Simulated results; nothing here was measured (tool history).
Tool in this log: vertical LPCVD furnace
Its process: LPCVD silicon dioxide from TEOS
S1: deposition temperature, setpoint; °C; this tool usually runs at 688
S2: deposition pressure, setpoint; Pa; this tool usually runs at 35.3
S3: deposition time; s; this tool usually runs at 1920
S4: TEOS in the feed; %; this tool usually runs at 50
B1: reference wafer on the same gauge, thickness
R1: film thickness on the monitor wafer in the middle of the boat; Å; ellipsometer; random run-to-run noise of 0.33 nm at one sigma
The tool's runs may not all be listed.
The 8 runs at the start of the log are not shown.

run,day,S1,S2,S3,S4,B1,R1
9,4.646,688,38,1920,50,119.01,1512.3
10,6.154,688,38,1920,50,119.01,1509.1
11,6.712,688,38,1920,50,119.05,1505.6
12,7.046,688,35.3,1920,50,119.01,1452.6
# day 8.325: pressure gauge zeroed
# day 8.788: TEOS flow controller replaced
13,8.808,688,35.3,1920,50,118.97,1459.5
14,8.983,688,38,1920,50,118.97,1502.4
15,9.154,691,39.3,1470,56,118.99,1337
16,9.329,679,35.3,1920,50,119.04,1175.3
17,9.504,688,35.3,1470,44,119.06,1043.8
18,9.696,700,35.3,1680,50,119.06,1684
# day 11.092: thermocouples replaced and temperature profile calibrated
19,11.112,688,35.3,2160,45,118.97,1412.1
20,11.283,688,35.3,1920,50,118.98,1327
21,11.458,695,35.3,1920,50,119.13,1562.8
22,12.046,688,35.3,1920,50,119.01,1322.9
23,12.6,688,35.3,1920,50,119.03,1319.5
# day 12.775: gauge calibrated
24,13.154,688,35.3,2670,59,118.94,1996.4
25,13.467,688,35.3,2460,50,118.96,1706.2
26,14.158,698,28.7,1920,50,119,1509.9
27,14.908,697,35.3,1920,57,118.93,1754.9
28,15.45,688,35.3,1920,50,118.93,1330.2
29,15.912,678,32,1320,42,118.99,624.6
30,16.454,679,38.7,2220,44,118.85,1218.2
31,16.996,688,43.3,2250,58,118.99,1854.4

Here are 4 independent what-if runs from the current tool condition. What would each one return?
A,17.175,688,35.3,1920,50,?,?
B,17.175,696,42.7,2520,42,?,?
C,17.175,688,42,2250,58,?,?
D,17.175,684,42,2400,42,?,?

run,B1,R1
A,118.92,1329.5
B,118.92,2123.2
C,118.92,1829.5
D,118.92,1509.1
Stripped of hidden state, with their random variation kept, the same runs would have yielded:
run,R1
A,1317.2
B,2103.9
C,1812.6
D,1495
